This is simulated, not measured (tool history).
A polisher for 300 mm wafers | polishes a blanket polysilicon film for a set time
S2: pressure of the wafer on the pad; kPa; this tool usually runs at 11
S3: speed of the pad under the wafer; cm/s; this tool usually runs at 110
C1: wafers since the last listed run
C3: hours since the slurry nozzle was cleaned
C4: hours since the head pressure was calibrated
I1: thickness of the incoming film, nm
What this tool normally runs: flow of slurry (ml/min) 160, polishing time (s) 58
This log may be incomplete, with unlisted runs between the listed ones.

{"run": 1, "hour": 0.0, "flow of slurry (ml/min)": 160, "S2": 11, "S3": 110, "polishing time (s)": 58, "C1": 0, "wafers polished on this pad": 1375, "C3": 156.2, "C4": 741.4, "I1": 2024.5, "film removed (Å)": 3442}
{"run": 2, "hour": 45.5, "flow of slurry (ml/min)": 160, "S2": 11, "S3": 110, "polishing time (s)": 58, "C1": 622, "wafers polished on this pad": 1998, "C3": 201.7, "C4": 786.9, "I1": 2079.8, "film removed (Å)": 3303}
{"run": 3, "hour": 98.4, "flow of slurry (ml/min)": 160, "S2": 11, "S3": 110, "polishing time (s)": 58, "C1": 724, "wafers polished on this pad": 2722, "C3": 254.6, "C4": 839.8, "I1": 2016.1, "film removed (Å)": 3195}
{"run": 4, "hour": 154.8, "flow of slurry (ml/min)": 160, "S2": 11, "S3": 120, "polishing time (s)": 58, "C1": 772, "wafers polished on this pad": 3494, "C3": 311, "C4": 896.2, "I1": 2026.9, "film removed (Å)": 3356}
{"hour": 169.9, "done": "slurry nozzle cleaned"}
{"run": 5, "hour": 204.1, "flow of slurry (ml/min)": 160, "S2": 11, "S3": 120, "polishing time (s)": 58, "C1": 661, "wafers polished on this pad": 4155, "C3": 34.2, "C4": 945.5, "I1": 2095, "film removed (Å)": 3723}
{"hour": 224.1, "done": "worn pad replaced by a new one"}
{"run": 6, "hour": 366.7, "flow of slurry (ml/min)": 125, "S2": 11, "S3": 86, "polishing time (s)": 58, "C1": 2171, "wafers polished on this pad": 1951, "C3": 196.8, "C4": 1108.1, "I1": 2041.9, "film removed (Å)": 2459}
{"run": 7, "hour": 392.1, "flow of slurry (ml/min)": 125, "S2": 11, "S3": 86, "polishing time (s)": 58, "C1": 347, "wafers polished on this pad": 2299, "C3": 222.2, "C4": 1133.5, "I1": 2065, "film removed (Å)": 2472}
{"run": 8, "hour": 440.9, "flow of slurry (ml/min)": 125, "S2": 11, "S3": 86, "polishing time (s)": 58, "C1": 668, "wafers polished on this pad": 2967, "C3": 271, "C4": 1182.3, "I1": 2048.8, "film removed (Å)": 2341}
{"hour": 485.0, "done": "worn pad replaced by a new one"}
{"hour": 485.7, "done": "slurry nozzle cleaned"}
{"run": 9, "hour": 499.0, "flow of slurry (ml/min)": 160, "S2": 11, "S3": 110, "polishing time (s)": 58, "C1": 731, "wafers polished on this pad": 182, "C3": 13.3, "C4": 1240.4, "I1": 2061.5, "film removed (Å)": 3368}
{"run": 10, "hour": 554.2, "flow of slurry (ml/min)": 160, "S2": 11, "S3": 110, "polishing time (s)": 58, "C1": 755, "wafers polished on this pad": 938, "C3": 68.5, "C4": 1295.6, "I1": 2053.3, "film removed (Å)": 3423}
{"run": 11, "hour": 589.9, "flow of slurry (ml/min)": 160, "S2": 11, "S3": 110, "polishing time (s)": 58, "C1": 488, "wafers polished on this pad": 1427, "C3": 104.2, "C4": 1331.3, "I1": 2058.5, "film removed (Å)": 3438}
{"run": 12, "hour": 624.0, "flow of slurry (ml/min)": 160, "S2": 11, "S3": 110, "polishing time (s)": 58, "C1": 466, "wafers polished on this pad": 1893, "C3": 138.3, "C4": 1365.4, "I1": 2062.2, "film removed (Å)": 3413}
{"run": 13, "hour": 667.7, "flow of slurry (ml/min)": 160, "S2": 11, "S3": 110, "polishing time (s)": 58, "C1": 598, "wafers polished on this pad": 2492, "C3": 182, "C4": 1409.1, "I1": 2073.2, "film removed (Å)": 3378}
{"run": 14, "hour": 711.2, "flow of slurry (ml/min)": 160, "S2": 11, "S3": 110, "polishing time (s)": 58, "C1": 595, "wafers polished on this pad": 3087, "C3": 225.5, "C4": 1452.6, "I1": 2052.8, "film removed (Å)": 3273}
{"hour": 738.4, "done": "head pressure recalibrated"}
{"hour": 761.8, "done": "slurry nozzle cleaned"}
{"hour": 767.0, "done": "worn pad replaced by a new one"}
{"run": 15, "hour": 768.9, "flow of slurry (ml/min)": 160, "S2": 11, "S3": 110, "polishing time (s)": 58, "C1": 694, "wafers polished on this pad": 25, "C3": 7.1, "C4": 30.5, "I1": 2037.2, "film removed (Å)": 3404}
{"run": 16, "hour": 797.5, "flow of slurry (ml/min)": 160, "S2": 11, "S3": 110, "polishing time (s)": 58, "C1": 391, "wafers polished on this pad": 416, "C3": 35.7, "C4": 59.1, "I1": 2058.4, "film removed (Å)": 3455}
{"run": 17, "hour": 851.7, "flow of slurry (ml/min)": 175, "S2": 11, "S3": 110, "polishing time (s)": 58, "C1": 742, "wafers polished on this pad": 1158, "C3": 89.9, "C4": 113.3, "I1": 2086.1, "film removed (Å)": 3538}
{"run": 18, "hour": 893.1, "flow of slurry (ml/min)": 160, "S2": 11, "S3": 110, "polishing time (s)": 58, "C1": 566, "wafers polished on this pad": 1725, "C3": 131.3, "C4": 154.7, "I1": 2062.2, "film removed (Å)": 3345}
{"run": 19, "hour": 961.6, "flow of slurry (ml/min)": 210, "S2": 13.8, "S3": 78, "polishing time (s)": 44, "C1": 937, "wafers polished on this pad": 2663, "C3": 199.8, "C4": 223.2, "I1": 2020.9, "film removed (Å)": 2141}
{"run": 20, "hour": 995.7, "flow of slurry (ml/min)": 160, "S2": 15.2, "S3": 138, "polishing time (s)": 58, "C1": 466, "wafers polished on this pad": 3130, "C3": 233.9, "C4": 257.3, "I1": 2052.8, "film removed (Å)": 5158}
{"run": 21, "hour": 1061.8, "flow of slurry (ml/min)": 135, "S2": 9, "S3": 110, "polishing time (s)": 58, "C1": 904, "wafers polished on this pad": 4035, "C3": 300, "C4": 323.4, "I1": 2028.4, "film removed (Å)": 2653}
{"hour": 1072.8, "done": "slurry nozzle cleaned"}
{"hour": 1089.1, "done": "worn pad replaced by a new one"}
{"run": 22, "hour": 1132.7, "flow of slurry (ml/min)": 160, "S2": 7.6, "S3": 110, "polishing time (s)": 58, "C1": 902, "wafers polished on this pad": 596, "C3": 59.9, "C4": 394.3, "I1": 2035.7, "film removed (Å)": 2771}
{"run": 23, "hour": 1162.7, "flow of slurry (ml/min)": 210, "S2": 11, "S3": 110, "polishing time (s)": 58, "C1": 410, "wafers polished on this pad": 1007, "C3": 89.9, "C4": 424.3, "I1": 2063.1, "film removed (Å)": 3558}
{"run": 24, "hour": 1227.8, "flow of slurry (ml/min)": 160, "S2": 11, "S3": 110, "polishing time (s)": 58, "C1": 891, "wafers polished on this pad": 1898, "C3": 155, "C4": 489.4, "I1": 2066.7, "film removed (Å)": 3357}
{"run": 25, "hour": 1290.8, "flow of slurry (ml/min)": 110, "S2": 11, "S3": 110, "polishing time (s)": 78, "C1": 862, "wafers polished on this pad": 2761, "C3": 218, "C4": 552.4, "I1": 2078.9, "film removed (Å)": 4086}
{"run": 26, "hour": 1321.5, "flow of slurry (ml/min)": 160, "S2": 9.7, "S3": 110, "polishing time (s)": 52, "C1": 420, "wafers polished on this pad": 3181, "C3": 248.7, "C4": 583.1, "I1": 2045.6, "film removed (Å)": 2670}
{"run": 27, "hour": 1347.1, "flow of slurry (ml/min)": 185, "S2": 11, "S3": 110, "polishing time (s)": 58, "C1": 350, "wafers polished on this pad": 3532, "C3": 274.3, "C4": 608.7, "I1": 2050.2, "film removed (Å)": 3277}
{"hour": 1357.7, "done": "worn pad replaced by a new one"}
{"run": 28, "hour": 1384.1, "flow of slurry (ml/min)": 160, "S2": 11, "S3": 110, "polishing time (s)": 58, "C1": 451, "wafers polished on this pad": 360, "C3": 311.3, "C4": 645.7, "I1": 2070.2, "film removed (Å)": 3066}
{"hour": 1416.4, "done": "slurry nozzle cleaned"}
{"run": 29, "hour": 1444.7, "flow of slurry (ml/min)": 160, "S2": 11, "S3": 88, "polishing time (s)": 58, "C1": 815, "wafers polished on this pad": 1176, "C3": 28.3, "C4": 706.3, "I1": 2077.8, "film removed (Å)": 2740}
{"run": 30, "hour": 1485.6, "flow of slurry (ml/min)": 160, "S2": 11, "S3": 110, "polishing time (s)": 58, "C1": 559, "wafers polished on this pad": 1736, "C3": 69.2, "C4": 747.2, "I1": 2083.5, "film removed (Å)": 3381}
{"run": 31, "hour": 1511.0, "flow of slurry (ml/min)": 160, "S2": 11, "S3": 110, "polishing time (s)": 58, "C1": 347, "wafers polished on this pad": 2084, "C3": 94.6, "C4": 772.6, "I1": 2077.3, "film removed (Å)": 3377}

5 ways to go on from here, each from the tool as it stands after run 31. What would each give?
{"run": "A", "hour": 1511.4, "flow of slurry (ml/min)": 160, "S2": 13.1, "S3": 110, "polishing time (s)": 58, "C1": 5, "wafers polished on this pad": 2089, "C3": 95, "C4": 773, "I1": 2071, "film removed (Å)": "?"}
{"run": "B", "hour": 1511.4, "flow of slurry (ml/min)": 160, "S2": 13.8, "S3": 110, "polishing time (s)": 58, "C1": 5, "wafers polished on this pad": 2089, "C3": 95, "C4": 773, "I1": 2071, "film removed (Å)": "?"}
{"run": "C", "hour": 1511.4, "flow of slurry (ml/min)": 160, "S2": 11, "S3": 74, "polishing time (s)": 77, "C1": 5, "wafers polished on this pad": 2089, "C3": 95, "C4": 773, "I1": 2071, "film removed (Å)": "?"}
{"run": "D", "hour": 1511.4, "flow of slurry (ml/min)": 160, "S2": 15.2, "S3": 110, "polishing time (s)": 58, "C1": 5, "wafers polished on this pad": 2089, "C3": 95, "C4": 773, "I1": 2071, "film removed (Å)": "?"}
{"run": "E", "hour": 1511.4, "flow of slurry (ml/min)": 145, "S2": 9, "S3": 110, "polishing time (s)": 58, "C1": 5, "wafers polished on this pad": 2089, "C3": 95, "C4": 773, "I1": 2071, "film removed (Å)": "?"}

run=A film_removed_(Å)=3823
run=B film_removed_(Å)=3954
run=C film_removed_(Å)=3062
run=D film_removed_(Å)=4217
run=E film_removed_(Å)=2981
Without the tool's unlogged condition, the same runs would have read:
run=A film_removed_(Å)=3868
run=B film_removed_(Å)=4001
run=C film_removed_(Å)=3098
run=D film_removed_(Å)=4267
run=E film_removed_(Å)=3019

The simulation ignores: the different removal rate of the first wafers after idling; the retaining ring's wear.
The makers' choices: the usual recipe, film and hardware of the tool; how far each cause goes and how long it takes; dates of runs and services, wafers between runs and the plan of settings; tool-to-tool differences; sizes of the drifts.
